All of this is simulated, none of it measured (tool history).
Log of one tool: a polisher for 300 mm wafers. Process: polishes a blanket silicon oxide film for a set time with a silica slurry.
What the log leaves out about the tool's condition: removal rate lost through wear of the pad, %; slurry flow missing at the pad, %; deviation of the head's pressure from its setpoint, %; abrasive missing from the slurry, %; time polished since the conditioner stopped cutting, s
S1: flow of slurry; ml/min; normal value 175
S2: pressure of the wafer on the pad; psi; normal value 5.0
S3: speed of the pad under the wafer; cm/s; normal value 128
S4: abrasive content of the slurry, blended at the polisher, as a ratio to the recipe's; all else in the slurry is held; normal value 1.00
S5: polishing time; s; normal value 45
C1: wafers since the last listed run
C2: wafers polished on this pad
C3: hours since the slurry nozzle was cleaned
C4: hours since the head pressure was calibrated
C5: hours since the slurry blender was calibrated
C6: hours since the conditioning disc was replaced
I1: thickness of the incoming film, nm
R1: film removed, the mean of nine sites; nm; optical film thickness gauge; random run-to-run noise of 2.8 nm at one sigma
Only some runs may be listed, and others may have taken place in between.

{"run": 1, "hour": 0.0, "S1": 175, "S2": 5.0, "S3": 128, "S4": 1.0, "S5": 45, "C1": 0, "C2": 646, "C3": 674.5, "C4": 896.8, "C5": 112.7, "C6": 575.4, "I1": 1449.1, "R1": 242.3}
{"run": 2, "hour": 9.0, "S1": 175, "S2": 5.0, "S3": 128, "S4": 1.0, "S5": 45, "C1": 72, "C2": 718, "C3": 683.5, "C4": 905.8, "C5": 121.7, "C6": 584.4, "I1": 1454.1, "R1": 237.5}
{"run": 3, "hour": 25.3, "S1": 175, "S2": 5.0, "S3": 128, "S4": 1.0, "S5": 45, "C1": 130, "C2": 849, "C3": 699.8, "C4": 922.1, "C5": 138.0, "C6": 600.7, "I1": 1473.5, "R1": 242.0}
{"hour": 39.1, "done": "worn pad replaced by a new one"}
{"run": 4, "hour": 39.6, "S1": 175, "S2": 5.0, "S3": 128, "S4": 1.0, "S5": 45, "C1": 82, "C2": 4, "C3": 714.1, "C4": 936.4, "C5": 152.3, "C6": 615.0, "I1": 1458.0, "R1": 240.1}
{"hour": 48.4, "done": "slurry blender recalibrated"}
{"run": 5, "hour": 48.9, "S1": 175, "S2": 5.0, "S3": 158, "S4": 1.0, "S5": 45, "C1": 58, "C2": 62, "C3": 723.4, "C4": 945.7, "C5": 0.5, "C6": 624.3, "I1": 1435.8, "R1": 284.2}
{"hour": 52.4, "done": "conditioning disc replaced and pad reconditioned"}
{"run": 6, "hour": 52.7, "S1": 175, "S2": 5.0, "S3": 128, "S4": 1.0, "S5": 45, "C1": 14, "C2": 77, "C3": 727.2, "C4": 949.5, "C5": 4.3, "C6": 0.3, "I1": 1438.3, "R1": 242.3}
{"run": 7, "hour": 69.1, "S1": 175, "S2": 5.0, "S3": 128, "S4": 1.0, "S5": 45, "C1": 131, "C2": 208, "C3": 743.6, "C4": 965.9, "C5": 20.7, "C6": 16.7, "I1": 1435.6, "R1": 234.8}
{"run": 8, "hour": 82.0, "S1": 175, "S2": 5.0, "S3": 128, "S4": 1.0, "S5": 45, "C1": 103, "C2": 312, "C3": 756.5, "C4": 978.8, "C5": 33.6, "C6": 29.6, "I1": 1452.6, "R1": 240.9}
{"run": 9, "hour": 94.5, "S1": 175, "S2": 5.0, "S3": 128, "S4": 1.0, "S5": 45, "C1": 100, "C2": 412, "C3": 769.0, "C4": 991.3, "C5": 46.1, "C6": 42.1, "I1": 1451.3, "R1": 244.2}
{"hour": 104.5, "done": "slurry nozzle cleaned"}
{"run": 10, "hour": 111.0, "S1": 225, "S2": 5.0, "S3": 140, "S4": 0.7, "S5": 56, "C1": 124, "C2": 536, "C3": 6.5, "C4": 1007.8, "C5": 62.6, "C6": 58.6, "I1": 1453.5, "R1": 300.9}
{"run": 11, "hour": 121.1, "S1": 175, "S2": 5.0, "S3": 128, "S4": 1.0, "S5": 45, "C1": 81, "C2": 617, "C3": 16.6, "C4": 1017.9, "C5": 72.7, "C6": 68.7, "I1": 1451.5, "R1": 240.5}
{"run": 12, "hour": 128.2, "S1": 175, "S2": 5.0, "S3": 128, "S4": 1.0, "S5": 39, "C1": 56, "C2": 674, "C3": 23.7, "C4": 1025.0, "C5": 79.8, "C6": 75.8, "I1": 1465.5, "R1": 210.8}
{"run": 13, "hour": 137.7, "S1": 175, "S2": 6.4, "S3": 128, "S4": 1.0, "S5": 45, "C1": 76, "C2": 750, "C3": 33.2, "C4": 1034.5, "C5": 89.3, "C6": 85.3, "I1": 1453.1, "R1": 305.3}
{"run": 14, "hour": 144.0, "S1": 195, "S2": 6.6, "S3": 128, "S4": 1.0, "S5": 60, "C1": 50, "C2": 801, "C3": 39.5, "C4": 1040.8, "C5": 95.6, "C6": 91.6, "I1": 1430.6, "R1": 425.7}
{"run": 15, "hour": 160.3, "S1": 175, "S2": 5.0, "S3": 154, "S4": 0.85, "S5": 39, "C1": 130, "C2": 932, "C3": 55.8, "C4": 1057.1, "C5": 111.9, "C6": 107.9, "I1": 1455.8, "R1": 231.8}
{"hour": 173.2, "done": "worn pad replaced by a new one"}
{"run": 16, "hour": 173.7, "S1": 150, "S2": 5.0, "S3": 128, "S4": 1.0, "S5": 45, "C1": 75, "C2": 4, "C3": 69.2, "C4": 1070.5, "C5": 125.3, "C6": 121.3, "I1": 1446.9, "R1": 231.7}
{"run": 17, "hour": 185.8, "S1": 175, "S2": 5.0, "S3": 128, "S4": 1.0, "S5": 41, "C1": 97, "C2": 101, "C3": 81.3, "C4": 1082.6, "C5": 137.4, "C6": 133.4, "I1": 1469.9, "R1": 218.2}
{"hour": 189.3, "done": "head pressure recalibrated"}
{"run": 18, "hour": 201.5, "S1": 175, "S2": 5.0, "S3": 128, "S4": 1.0, "S5": 45, "C1": 109, "C2": 211, "C3": 97.0, "C4": 12.2, "C5": 153.1, "C6": 149.1, "I1": 1438.5, "R1": 247.1}
{"hour": 213.1, "done": "slurry blender recalibrated"}
{"run": 19, "hour": 213.6, "S1": 175, "S2": 5.0, "S3": 128, "S4": 1.0, "S5": 45, "C1": 81, "C2": 292, "C3": 109.1, "C4": 24.3, "C5": 0.5, "C6": 161.2, "I1": 1454.7, "R1": 243.8}
{"run": 20, "hour": 218.6, "S1": 175, "S2": 6.4, "S3": 128, "S4": 1.0, "S5": 45, "C1": 40, "C2": 332, "C3": 114.1, "C4": 29.3, "C5": 5.5, "C6": 166.2, "I1": 1426.3, "R1": 304.0}
{"run": 21, "hour": 228.5, "S1": 175, "S2": 5.0, "S3": 128, "S4": 1.0, "S5": 35, "C1": 79, "C2": 411, "C3": 124.0, "C4": 39.2, "C5": 15.4, "C6": 176.1, "I1": 1446.8, "R1": 187.8}
{"run": 22, "hour": 240.5, "S1": 130, "S2": 6.5, "S3": 128, "S4": 0.7, "S5": 45, "C1": 96, "C2": 508, "C3": 136.0, "C4": 51.2, "C5": 27.4, "C6": 188.1, "I1": 1449.7, "R1": 266.5}
{"run": 23, "hour": 255.4, "S1": 175, "S2": 5.0, "S3": 128, "S4": 1.0, "S5": 35, "C1": 119, "C2": 627, "C3": 150.9, "C4": 66.1, "C5": 42.3, "C6": 203.0, "I1": 1451.5, "R1": 188.5}
{"run": 24, "hour": 269.5, "S1": 175, "S2": 6.1, "S3": 128, "S4": 1.0, "S5": 45, "C1": 113, "C2": 740, "C3": 165.0, "C4": 80.2, "C5": 56.4, "C6": 217.1, "I1": 1466.3, "R1": 288.6}
{"run": 25, "hour": 283.0, "S1": 195, "S2": 6.6, "S3": 128, "S4": 1.0, "S5": 60, "C1": 108, "C2": 849, "C3": 178.5, "C4": 93.7, "C5": 69.9, "C6": 230.6, "I1": 1436.5, "R1": 415.7}
{"run": 26, "hour": 292.2, "S1": 215, "S2": 5.0, "S3": 128, "S4": 1.0, "S5": 55, "C1": 73, "C2": 922, "C3": 187.7, "C4": 102.9, "C5": 79.1, "C6": 239.8, "I1": 1456.3, "R1": 307.2}

The tool's hidden state at each run:
removal rate lost through wear of the pad, %: 0, the same for each run
slurry flow missing at the pad, %: 0, the same for each run
deviation of the head's pressure from its setpoint, %: 0, the same for each run
abrasive missing from the slurry, %: 0, the same for each run
time polished since the conditioner stopped cutting, s: 0, the same for each run
